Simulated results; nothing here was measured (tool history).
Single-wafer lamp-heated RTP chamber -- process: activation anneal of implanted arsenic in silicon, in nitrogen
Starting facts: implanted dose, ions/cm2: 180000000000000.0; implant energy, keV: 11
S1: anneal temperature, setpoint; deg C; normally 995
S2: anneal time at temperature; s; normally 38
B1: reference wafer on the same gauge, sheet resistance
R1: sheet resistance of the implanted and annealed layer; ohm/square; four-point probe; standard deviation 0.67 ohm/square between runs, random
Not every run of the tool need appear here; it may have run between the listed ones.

| run | hour | S1 | S2 | B1 | R1 |
|---|---|---|---|---|---|
| 1 | 0.0 | 995 | 53 | 440.23 | 445.07 |
| 2 | 8.1 | 995 | 53 | 440.30 | 444.70 |
| 3 | 23.5 | 995 | 53 | 439.84 | 445.52 |
| 4 | 34.0 | 973 | 38 | 439.67 | 452.80 |
| 5 | 48.3 | 995 | 38 | 440.24 | 448.69 |
| 6 | 62.8 | 995 | 38 | 440.01 | 448.27 |
| 7 | 75.5 | 995 | 38 | 439.80 | 448.01 |
| 8 | 91.0 | 995 | 38 | 439.75 | 447.31 |
| 9 | 101.8 | 1006 | 38 | 440.18 | 444.61 |
| 10 | 108.8 | 995 | 38 | 440.02 | 448.85 |
|  | 119.3 | pyrometer window cleaned and pyrometer calibrated |
| 11 | 119.8 | 995 | 38 | 439.94 | 449.49 |
| 12 | 127.3 | 995 | 56 | 440.19 | 444.54 |
| 13 | 138.3 | 995 | 56 | 440.31 | 444.26 |
| 14 | 148.9 | 995 | 56 | 439.77 | 445.53 |
| 15 | 157.6 | 995 | 38 | 439.96 | 449.66 |
|  | 162.7 | gauge calibrated |
| 16 | 166.2 | 995 | 38 | 440.02 | 449.29 |
| 17 | 174.5 | 995 | 38 | 439.93 | 448.89 |
| 18 | 186.1 | 971 | 26 | 439.86 | 456.70 |
| 19 | 192.3 | 995 | 38 | 440.19 | 447.63 |
| 20 | 198.8 | 1020 | 46 | 439.94 | 438.57 |
| 21 | 207.6 | 995 | 38 | 439.85 | 449.20 |
| 22 | 218.2 | 1023 | 23 | 440.06 | 446.19 |
| 23 | 231.8 | 983 | 38 | 439.94 | 451.71 |
|  | 250.5 | reflector plate cleaned |
| 24 | 251.0 | 995 | 30 | 439.96 | 448.84 |
| 25 | 259.2 | 1003 | 32 | 439.96 | 447.33 |
| 26 | 273.3 | 1023 | 23 | 439.82 | 445.36 |
| 27 | 286.2 | 995 | 38 | 439.90 | 448.46 |
| 28 | 300.6 | 995 | 25 | 440.17 | 451.90 |
| 29 | 315.9 | 995 | 38 | 440.07 | 447.98 |
| 30 | 324.6 | 978 | 17 | 440.20 | 455.58 |
| 31 | 332.0 | 995 | 38 | 440.17 | 449.55 |
| 32 | 346.3 | 995 | 38 | 439.87 | 449.63 |
| 33 | 354.0 | 1022 | 29 | 440.20 | 444.48 |
| 34 | 364.8 | 972 | 47 | 440.12 | 452.23 |

Alternative continuations, all from the tool just after run 34; predict every row:
| A | 365.2 | 995 | 38 | ? | ? |
| B | 365.2 | 1022 | 48 | ? | ? |
| C | 365.2 | 1019 | 50 | ? | ? |
| D | 365.2 | 972 | 61 | ? | ? |

| run | B1 | R1 |
|---|---|---|
| A | 440.18 | 448.92 |
| B | 440.18 | 438.42 |
| C | 440.18 | 438.87 |
| D | 440.18 | 449.88 |
Without the tool's hidden state the same runs would have given:
| run | R1 |
|---|---|
| A | 448.92 |
| B | 438.42 |
| C | 438.87 |
| D | 449.88 |
